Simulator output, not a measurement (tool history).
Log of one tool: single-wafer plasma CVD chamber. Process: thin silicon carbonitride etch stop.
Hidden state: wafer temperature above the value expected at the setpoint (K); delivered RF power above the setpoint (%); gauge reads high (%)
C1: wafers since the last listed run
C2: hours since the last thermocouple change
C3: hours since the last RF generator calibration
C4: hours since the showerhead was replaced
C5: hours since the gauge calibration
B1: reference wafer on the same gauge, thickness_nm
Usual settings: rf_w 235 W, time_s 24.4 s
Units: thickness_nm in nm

run 1 day=0.000 | rf_w=235 time_s=24.4 | C1=0 C2=201.2 C3=823.2 C4=5118.0 C5=1073.0 | B1=11.702 | thickness_nm=11.750
run 2 day=7.650 | rf_w=235 time_s=24.4 | C1=8455 C2=384.8 C3=1006.8 C4=5301.6 C5=1256.6 | B1=11.704 | thickness_nm=11.762
run 3 day=10.467 | rf_w=235 time_s=24.4 | C1=3113 C2=452.4 C3=1074.4 C4=5369.2 C5=1324.2 | B1=11.703 | thickness_nm=11.712
run 4 day=12.162 | rf_w=235 time_s=24.4 | C1=1874 C2=493.1 C3=1115.1 C4=5409.9 C5=1364.9 | B1=11.699 | thickness_nm=11.717
run 5 day=14.629 | rf_w=235 time_s=24.4 | C1=2726 C2=552.3 C3=1174.3 C4=5469.1 C5=1424.1 | B1=11.699 | thickness_nm=11.676
run 6 day=16.508 | rf_w=235 time_s=22.3 | C1=2077 C2=597.4 C3=1219.4 C4=5514.2 C5=1469.2 | B1=11.704 | thickness_nm=10.654
run 7 day=22.717 | rf_w=235 time_s=25.5 | C1=6861 C2=746.4 C3=1368.4 C4=5663.2 C5=1618.2 | B1=11.703 | thickness_nm=12.192
run 8 day=25.904 | rf_w=235 time_s=25.5 | C1=3523 C2=822.9 C3=1444.9 C4=5739.7 C5=1694.7 | B1=11.695 | thickness_nm=12.129
run 9 day=28.200 | rf_w=235 time_s=21.2 | C1=2537 C2=878.0 C3=1500.0 C4=5794.8 C5=1749.8 | B1=11.698 | thickness_nm=10.127
run 10 day=31.204 | rf_w=235 time_s=24.4 | C1=3320 C2=950.1 C3=1572.1 C4=5866.9 C5=1821.9 | B1=11.703 | thickness_nm=11.633
-- day=31.546 gauge calibrated
run 11 day=32.858 | rf_w=235 time_s=24.4 | C1=1828 C2=989.8 C3=1611.8 C4=5906.6 C5=31.5 | B1=11.699 | thickness_nm=11.543
run 12 day=34.533 | rf_w=235 time_s=24.4 | C1=1851 C2=1030.0 C3=1652.0 C4=5946.8 C5=71.7 | B1=11.699 | thickness_nm=11.609
run 13 day=39.017 | rf_w=235 time_s=24.4 | C1=4955 C2=1137.6 C3=1759.6 C4=6054.4 C5=179.3 | B1=11.698 | thickness_nm=11.619
run 14 day=43.417 | rf_w=210 time_s=22.6 | C1=4863 C2=1243.2 C3=1865.2 C4=6160.0 C5=284.9 | B1=11.701 | thickness_nm=10.397
run 15 day=46.117 | rf_w=235 time_s=28.2 | C1=2984 C2=1308.0 C3=1930.0 C4=6224.8 C5=349.7 | B1=11.699 | thickness_nm=13.434
-- day=47.304 thermocouple changed; heater temperature recalibrated
run 16 day=49.046 | rf_w=270 time_s=27.2 | C1=2869 C2=41.8 C3=2000.3 C4=6295.1 C5=420.0 | B1=11.694 | thickness_nm=13.453
run 17 day=52.762 | rf_w=210 time_s=28.0 | C1=4107 C2=131.0 C3=2089.5 C4=6384.3 C5=509.2 | B1=11.699 | thickness_nm=12.808
run 18 day=56.346 | rf_w=235 time_s=24.4 | C1=3960 C2=217.0 C3=2175.5 C4=6470.3 C5=595.2 | B1=11.704 | thickness_nm=11.535
-- day=57.471 RF generator calibrated
run 19 day=59.588 | rf_w=200 time_s=22.6 | C1=3214 C2=294.8 C3=50.8 C4=6548.1 C5=673.0 | B1=11.700 | thickness_nm=10.526
run 20 day=62.508 | rf_w=235 time_s=24.4 | C1=3228 C2=364.9 C3=120.9 C4=6618.2 C5=743.1 | B1=11.700 | thickness_nm=11.844
-- day=64.688 showerhead replaced
run 21 day=64.796 | rf_w=190 time_s=26.3 | C1=2159 C2=419.8 C3=175.8 C4=2.6 C5=798.0 | B1=11.702 | thickness_nm=12.051
run 22 day=66.883 | rf_w=265 time_s=25.9 | C1=2307 C2=469.9 C3=225.9 C4=52.7 C5=848.1 | B1=11.699 | thickness_nm=12.980
run 23 day=69.654 | rf_w=235 time_s=26.8 | C1=3062 C2=536.4 C3=292.4 C4=119.2 C5=914.6 | B1=11.703 | thickness_nm=13.015
run 24 day=73.675 | rf_w=235 time_s=20.2 | C1=4444 C2=632.9 C3=388.9 C4=215.7 C5=1011.1 | B1=11.701 | thickness_nm=9.780
run 25 day=77.092 | rf_w=235 time_s=24.4 | C1=3776 C2=714.9 C3=470.9 C4=297.7 C5=1093.1 | B1=11.701 | thickness_nm=11.828
run 26 day=81.408 | rf_w=250 time_s=26.7 | C1=4771 C2=818.5 C3=574.5 C4=401.3 C5=1196.7 | B1=11.696 | thickness_nm=13.134

3 ways to go on from here, each from the tool as it stands after run 26. What would each give?
run A day=81.425 | rf_w=235 time_s=24.4 | C1=18 C2=818.9 C3=574.9 C4=401.7 C5=1197.1 | B1=? | thickness_nm=?
run B day=81.425 | rf_w=190 time_s=23.1 | C1=18 C2=818.9 C3=574.9 C4=401.7 C5=1197.1 | B1=? | thickness_nm=?
run C day=81.425 | rf_w=210 time_s=24.4 | C1=18 C2=818.9 C3=574.9 C4=401.7 C5=1197.1 | B1=? | thickness_nm=?

run=A B1=11.704 thickness_nm=11.737
run=B B1=11.704 thickness_nm=10.502
run=C B1=11.704 thickness_nm=11.390
Without the tool's hidden state the same runs would have given:
run=A thickness_nm=11.818
run=B thickness_nm=10.575
run=C thickness_nm=11.469
